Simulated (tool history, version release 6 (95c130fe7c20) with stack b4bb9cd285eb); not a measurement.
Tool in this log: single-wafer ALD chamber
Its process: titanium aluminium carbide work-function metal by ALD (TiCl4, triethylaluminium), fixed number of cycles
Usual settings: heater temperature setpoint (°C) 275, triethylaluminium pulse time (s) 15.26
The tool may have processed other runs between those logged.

run,hour,heater temperature setpoint (°C),triethylaluminium pulse time (s),"read-back reference wafer on the same gauge, thickness_nm",mean film thickness on the monitor wafer (Å)
1,0.0,275,11.53,2.261,16.20
2,26.2,275,11.53,2.260,15.84
3,55.3,275,11.53,2.261,15.45
4,89.3,284,12.58,2.259,16.82
5,146.4,284,12.58,2.260,16.51
6,201.9,275,15.26,2.262,18.88
7,231.9,275,15.26,2.258,18.91
8,260.9,275,15.26,2.259,18.86
9,318.0,264,15.26,2.261,17.75
10,370.9,264,15.26,2.257,17.57
11,395.5,286,18.64,2.259,20.21
12,445.4,275,15.26,2.259,18.97
13,480.8,266,15.26,2.261,17.83
14,538.0,275,15.26,2.261,18.74
15,582.4,275,15.26,2.260,18.73
16,639.1,265,20.60,2.261,18.00
17,785.7,270,15.26,2.260,18.10
18,849.6,275,13.23,2.260,18.05
19,915.4,265,20.53,2.260,17.82
20,956.2,275,9.55,2.262,16.28
21,1018.7,261,10.07,2.260,16.72
22,1068.5,286,10.55,2.260,19.12
23,1092.9,262,9.50,2.260,16.18
24,1132.7,284,15.26,2.260,19.85
25,1163.8,263,17.13,2.259,17.64
26,1222.7,289,18.30,2.261,20.63
27,1272.7,275,15.26,2.259,18.78
28,1313.0,275,15.26,2.259,18.71
29,1364.6,281,9.43,2.258,17.43
30,1410.3,275,12.82,2.261,18.28
31,1438.0,282,17.48,2.261,19.57
32,1482.3,267,11.89,2.260,17.22
33,1509.1,275,15.26,2.262,18.77

Put back what was entered between runs (5 entries, withheld): which listed runs does each sit between, and how does the hidden state differ from the listed run before to the listed run after?
Between runs 5 and 6: triethylaluminium bottle replaced, repeated, since the last time left the tool worse (hour 201.4)
  triethylaluminium dose above that of a fresh bottle (%): -44 -> -4.31
  difference, measured minus the result without the unlogged condition, mean film thickness on the monitor wafer (Å): -3.19 -> -0.03
Between runs 11 and 12: gauge calibrated (hour 422.8)
  triethylaluminium dose above that of a fresh bottle (%): -14.4 -> -16
  difference, measured minus the result without the unlogged condition, mean film thickness on the monitor wafer (Å): -0.06 -> -0.20
Between runs 15 and 16: showerhead replaced (hour 638.0)
  triethylaluminium dose above that of a fresh bottle (%): -19.4 -> -20.4
  difference, measured minus the result without the unlogged condition, mean film thickness on the monitor wafer (Å): -0.27 -> -0.06
Between runs 19 and 20: thermocouple changed; heater temperature recalibrated (hour 955.7)
  triethylaluminium dose above that of a fresh bottle (%): -23.1 -> -23.4
  difference, measured minus the result without the unlogged condition, mean film thickness on the monitor wafer (Å): -0.08 -> -1.65
Between runs 20 and 21: triethylaluminium bottle replaced (hour 1007.3)
  triethylaluminium dose above that of a fresh bottle (%): -23.4 -> -0.915
  difference, measured minus the result without the unlogged condition, mean film thickness on the monitor wafer (Å): -1.65 -> -0.03

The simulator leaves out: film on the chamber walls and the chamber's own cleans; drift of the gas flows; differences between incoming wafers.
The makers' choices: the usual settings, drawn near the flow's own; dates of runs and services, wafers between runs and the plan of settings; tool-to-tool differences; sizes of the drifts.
